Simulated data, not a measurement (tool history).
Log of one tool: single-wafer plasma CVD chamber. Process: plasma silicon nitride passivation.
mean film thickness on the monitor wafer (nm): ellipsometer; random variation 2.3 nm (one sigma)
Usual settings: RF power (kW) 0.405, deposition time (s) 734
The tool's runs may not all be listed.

run	hour	RF power (kW)	deposition time (s)	wafers since the last listed run	hours since the last RF generator calibration	hours since the showerhead was replaced	hours since the gauge calibration	read-back reference wafer on the same gauge, thickness_nm	mean film thickness on the monitor wafer (nm)
1	0	0.405	838	0	1289.6	6039.7	172.3	1080.383	1208.377
2	70	0.405	838	190	1359.6	6109.7	242.3	1080.006	1206.323
3	94.6	0.405	734	67	1384.2	6134.3	266.9	1080.444	1059.534
4	144.5	0.405	734	136	1434.1	6184.2	316.8	1079.348	1056.926
5	209.7	0.37	734	177	1499.3	6249.4	382	1079.078	1038.166
6	261.8	0.37	734	142	1551.4	6301.5	434.1	1080.868	1040.297
7	450.6	0.405	734	514	1740.2	6490.3	622.9	1079.503	1056.505
8	489.1	0.405	734	104	1778.7	6528.8	661.4	1079.704	1053.579
9	523.1	0.405	734	92	1812.7	6562.8	695.4	1080.213	1055.987
10	583.9	0.425	734	165	1873.5	6623.6	756.2	1079.558	1062.128
11	653.6	0.425	734	190	1943.2	6693.3	825.9	1080.242	1060.645
12	718.9	0.425	734	178	2008.5	6758.6	891.2	1081.251	1059.011
13	758	0.405	734	106	2047.6	6797.7	930.3	1080.743	1045.699
14	805.6	0.405	734	129	2095.2	6845.3	977.9	1080.935	1049.013
15	830.2	0.405	734	67	2119.8	6869.9	1002.5	1080.551	1053.282
# hour 861.8: gauge calibrated
16	892.2	0.405	734	169	2181.8	6931.9	30.4	1080.331	1052.26
17	949.3	0.405	734	155	2238.9	6989	87.5	1080.13	1050.264
18	973.6	0.405	734	66	2263.2	7013.3	111.8	1079.842	1044.671
19	1030.8	0.405	734	155	2320.4	7070.5	169	1079.937	1044.924
20	1067.4	0.375	734	99	2357	7107.1	205.6	1079.627	1031.869
21	1103.8	0.405	734	99	2393.4	7143.5	242	1079.518	1045.561
22	1146.1	0.48	613	115	2435.7	7185.8	284.3	1078.827	903.534
23	1178.3	0.48	734	87	2467.9	7218	316.5	1079.989	1081.129
# hour 1240.7: RF generator calibrated
24	1241.2	0.33	688	149	0.5	7280.9	379.4	1079.392	960.262
# hour 1293.7: showerhead replaced
25	1297.5	0.405	734	131	56.8	3.8	435.7	1079.685	1063.853
26	1350.5	0.455	624	144	109.8	56.8	488.7	1079.722	925.372
27	1380.1	0.37	734	80	139.4	86.4	518.3	1079.48	1043.103
28	1440.8	0.465	734	165	200.1	147.1	579	1079.663	1094.516
29	1485.6	0.33	734	122	244.9	191.9	623.8	1079.973	1023.883
30	1544.5	0.37	734	160	303.8	250.8	682.7	1080.023	1046.235
31	1572.5	0.43	852	76	331.8	278.8	710.7	1079.639	1248.159
32	1643.3	0.455	734	193	402.6	349.6	781.5	1080.797	1087.859
33	1685.9	0.355	734	116	445.2	392.2	824.1	1080.543	1042.872
# hour 1749.3: gauge calibrated
34	1754	0.405	734	185	513.3	460.3	4.7	1079.556	1065.266

Below are 4 alternative next runs, each starting from the tool's condition after run 34. Predict each:
A	1754.6	0.43	734	1	513.9	460.9	5.3	?	?
B	1754.6	0.46	645	1	513.9	460.9	5.3	?	?
C	1754.6	0.34	818	1	513.9	460.9	5.3	?	?
D	1754.6	0.435	734	1	513.9	460.9	5.3	?	?

run	read-back reference wafer on the same gauge, thickness_nm	mean film thickness on the monitor wafer (nm)
A	1080.443	1072.617
B	1080.443	954.382
C	1080.443	1147.528
D	1080.443	1074.887
Had the tool no hidden state, the same runs would have come out as:
run	mean film thickness on the monitor wafer (nm)
A	1074.799
B	956.323
C	1149.862
D	1077.073
